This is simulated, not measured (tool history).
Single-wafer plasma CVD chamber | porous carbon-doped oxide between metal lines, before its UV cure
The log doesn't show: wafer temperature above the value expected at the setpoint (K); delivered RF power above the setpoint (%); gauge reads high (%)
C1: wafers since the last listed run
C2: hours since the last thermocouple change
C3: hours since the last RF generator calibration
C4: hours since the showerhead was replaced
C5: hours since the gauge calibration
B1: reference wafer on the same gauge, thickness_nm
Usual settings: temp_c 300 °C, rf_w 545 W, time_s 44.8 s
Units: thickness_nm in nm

{"run": 1, "hour": 0.0, "temp_c": 300, "rf_w": 545, "time_s": 44.8, "C1": 0, "C2": 2447.3, "C3": 1947.3, "C4": 7673.0, "C5": 652.8, "B1": 280.065, "thickness_nm": 251.373}
{"run": 2, "hour": 57.3, "temp_c": 300, "rf_w": 545, "time_s": 44.8, "C1": 1366, "C2": 2504.6, "C3": 2004.6, "C4": 7730.3, "C5": 710.1, "B1": 279.997, "thickness_nm": 250.95}
{"run": 3, "hour": 115.9, "temp_c": 300, "rf_w": 545, "time_s": 44.8, "C1": 1397, "C2": 2563.2, "C3": 2063.2, "C4": 7788.9, "C5": 768.7, "B1": 279.948, "thickness_nm": 251.841}
{"run": 4, "hour": 146.3, "temp_c": 300, "rf_w": 545, "time_s": 44.8, "C1": 724, "C2": 2593.6, "C3": 2093.6, "C4": 7819.3, "C5": 799.1, "B1": 279.867, "thickness_nm": 250.668}
{"hour": 180.7, "done": "showerhead replaced"}
{"run": 5, "hour": 210.4, "temp_c": 300, "rf_w": 545, "time_s": 44.8, "C1": 1337, "C2": 2657.7, "C3": 2157.7, "C4": 29.7, "C5": 863.2, "B1": 280.118, "thickness_nm": 250.607}
{"run": 6, "hour": 251.0, "temp_c": 300, "rf_w": 545, "time_s": 44.8, "C1": 967, "C2": 2698.3, "C3": 2198.3, "C4": 70.3, "C5": 903.8, "B1": 279.718, "thickness_nm": 250.287}
{"run": 7, "hour": 321.5, "temp_c": 300, "rf_w": 545, "time_s": 44.8, "C1": 1680, "C2": 2768.8, "C3": 2268.8, "C4": 140.8, "C5": 974.3, "B1": 280.196, "thickness_nm": 250.269}
{"run": 8, "hour": 385.5, "temp_c": 300, "rf_w": 545, "time_s": 44.8, "C1": 1525, "C2": 2832.8, "C3": 2332.8, "C4": 204.8, "C5": 1038.3, "B1": 280.032, "thickness_nm": 250.279}
{"hour": 403.9, "done": "thermocouple changed; heater temperature recalibrated"}
{"run": 9, "hour": 422.1, "temp_c": 300, "rf_w": 465, "time_s": 44.8, "C1": 681, "C2": 18.2, "C3": 2369.4, "C4": 241.4, "C5": 1074.9, "B1": 280.175, "thickness_nm": 230.448}
{"run": 10, "hour": 456.6, "temp_c": 300, "rf_w": 465, "time_s": 44.8, "C1": 822, "C2": 52.7, "C3": 2403.9, "C4": 275.9, "C5": 1109.4, "B1": 280.041, "thickness_nm": 230.411}
{"run": 11, "hour": 527.0, "temp_c": 300, "rf_w": 465, "time_s": 44.8, "C1": 1678, "C2": 123.1, "C3": 2474.3, "C4": 346.3, "C5": 1179.8, "B1": 279.957, "thickness_nm": 229.619}
{"hour": 548.7, "done": "RF generator calibrated"}
{"run": 12, "hour": 553.3, "temp_c": 300, "rf_w": 545, "time_s": 44.8, "C1": 436, "C2": 149.4, "C3": 4.6, "C4": 372.6, "C5": 1206.1, "B1": 279.994, "thickness_nm": 254.175}
{"run": 13, "hour": 609.0, "temp_c": 290, "rf_w": 500, "time_s": 44.8, "C1": 1327, "C2": 205.1, "C3": 60.3, "C4": 428.3, "C5": 1261.8, "B1": 280.083, "thickness_nm": 259.575}
{"run": 14, "hour": 668.4, "temp_c": 300, "rf_w": 545, "time_s": 44.8, "C1": 1416, "C2": 264.5, "C3": 119.7, "C4": 487.7, "C5": 1321.2, "B1": 280.182, "thickness_nm": 254.724}
{"run": 15, "hour": 720.8, "temp_c": 300, "rf_w": 460, "time_s": 36.8, "C1": 1249, "C2": 316.9, "C3": 172.1, "C4": 540.1, "C5": 1373.6, "B1": 280.174, "thickness_nm": 190.072}
{"run": 16, "hour": 792.1, "temp_c": 300, "rf_w": 495, "time_s": 48.5, "C1": 1699, "C2": 388.2, "C3": 243.4, "C4": 611.4, "C5": 1444.9, "B1": 280.159, "thickness_nm": 260.453}
{"hour": 821.7, "done": "gauge calibrated"}
{"run": 17, "hour": 829.8, "temp_c": 295, "rf_w": 500, "time_s": 48.1, "C1": 898, "C2": 425.9, "C3": 281.1, "C4": 649.1, "C5": 8.1, "B1": 279.97, "thickness_nm": 268.144}
{"run": 18, "hour": 890.5, "temp_c": 300, "rf_w": 465, "time_s": 44.8, "C1": 1447, "C2": 486.6, "C3": 341.8, "C4": 709.8, "C5": 68.8, "B1": 280.146, "thickness_nm": 231.64}
{"run": 19, "hour": 937.7, "temp_c": 294, "rf_w": 585, "time_s": 38.3, "C1": 1125, "C2": 533.8, "C3": 389.0, "C4": 757.0, "C5": 116.0, "B1": 279.986, "thickness_nm": 235.562}
{"run": 20, "hour": 995.2, "temp_c": 300, "rf_w": 545, "time_s": 44.8, "C1": 1370, "C2": 591.3, "C3": 446.5, "C4": 814.5, "C5": 173.5, "B1": 279.98, "thickness_nm": 253.104}
{"run": 21, "hour": 1022.5, "temp_c": 300, "rf_w": 545, "time_s": 44.8, "C1": 650, "C2": 618.6, "C3": 473.8, "C4": 841.8, "C5": 200.8, "B1": 279.9, "thickness_nm": 254.23}
{"run": 22, "hour": 1084.9, "temp_c": 293, "rf_w": 545, "time_s": 44.8, "C1": 1487, "C2": 681.0, "C3": 536.2, "C4": 904.2, "C5": 263.2, "B1": 280.121, "thickness_nm": 265.068}
{"run": 23, "hour": 1127.6, "temp_c": 286, "rf_w": 545, "time_s": 44.8, "C1": 1018, "C2": 723.7, "C3": 578.9, "C4": 946.9, "C5": 305.9, "B1": 280.104, "thickness_nm": 277.815}
{"run": 24, "hour": 1158.1, "temp_c": 310, "rf_w": 510, "time_s": 53.4, "C1": 727, "C2": 754.2, "C3": 609.4, "C4": 977.4, "C5": 336.4, "B1": 279.949, "thickness_nm": 272.193}
{"run": 25, "hour": 1245.1, "temp_c": 295, "rf_w": 590, "time_s": 48.6, "C1": 2074, "C2": 841.2, "C3": 696.4, "C4": 1064.4, "C5": 423.4, "B1": 279.861, "thickness_nm": 294.537}
{"run": 26, "hour": 1312.8, "temp_c": 300, "rf_w": 545, "time_s": 44.8, "C1": 1614, "C2": 908.9, "C3": 764.1, "C4": 1132.1, "C5": 491.1, "B1": 279.869, "thickness_nm": 252.482}
{"run": 27, "hour": 1373.2, "temp_c": 311, "rf_w": 475, "time_s": 53.0, "C1": 1439, "C2": 969.3, "C3": 824.5, "C4": 1192.5, "C5": 551.5, "B1": 280.025, "thickness_nm": 257.947}
{"run": 28, "hour": 1424.1, "temp_c": 300, "rf_w": 545, "time_s": 41.9, "C1": 1213, "C2": 1020.2, "C3": 875.4, "C4": 1243.4, "C5": 602.4, "B1": 280.016, "thickness_nm": 235.087}
{"run": 29, "hour": 1450.4, "temp_c": 287, "rf_w": 440, "time_s": 50.5, "C1": 627, "C2": 1046.5, "C3": 901.7, "C4": 1269.7, "C5": 628.7, "B1": 280.005, "thickness_nm": 274.473}
{"run": 30, "hour": 1492.1, "temp_c": 300, "rf_w": 545, "time_s": 44.8, "C1": 994, "C2": 1088.2, "C3": 943.4, "C4": 1311.4, "C5": 670.4, "B1": 280.15, "thickness_nm": 251.917}
{"run": 31, "hour": 1520.3, "temp_c": 292, "rf_w": 630, "time_s": 48.1, "C1": 672, "C2": 1116.4, "C3": 971.6, "C4": 1339.6, "C5": 698.6, "B1": 280.101, "thickness_nm": 309.142}

The next listed run, before its measurement:
{"run": 32, "hour": 1545.2, "temp_c": 300, "rf_w": 590, "time_s": 44.8, "C1": 593, "C2": 1141.3, "C3": 996.5, "C4": 1364.5, "C5": 723.5, "B1": "?", "thickness_nm": "?"}

{"run 32": {"B1": 279.995, "thickness_nm": 263.254}}
Without the tool's hidden state the same run would have given thickness_nm 266.796 nm.
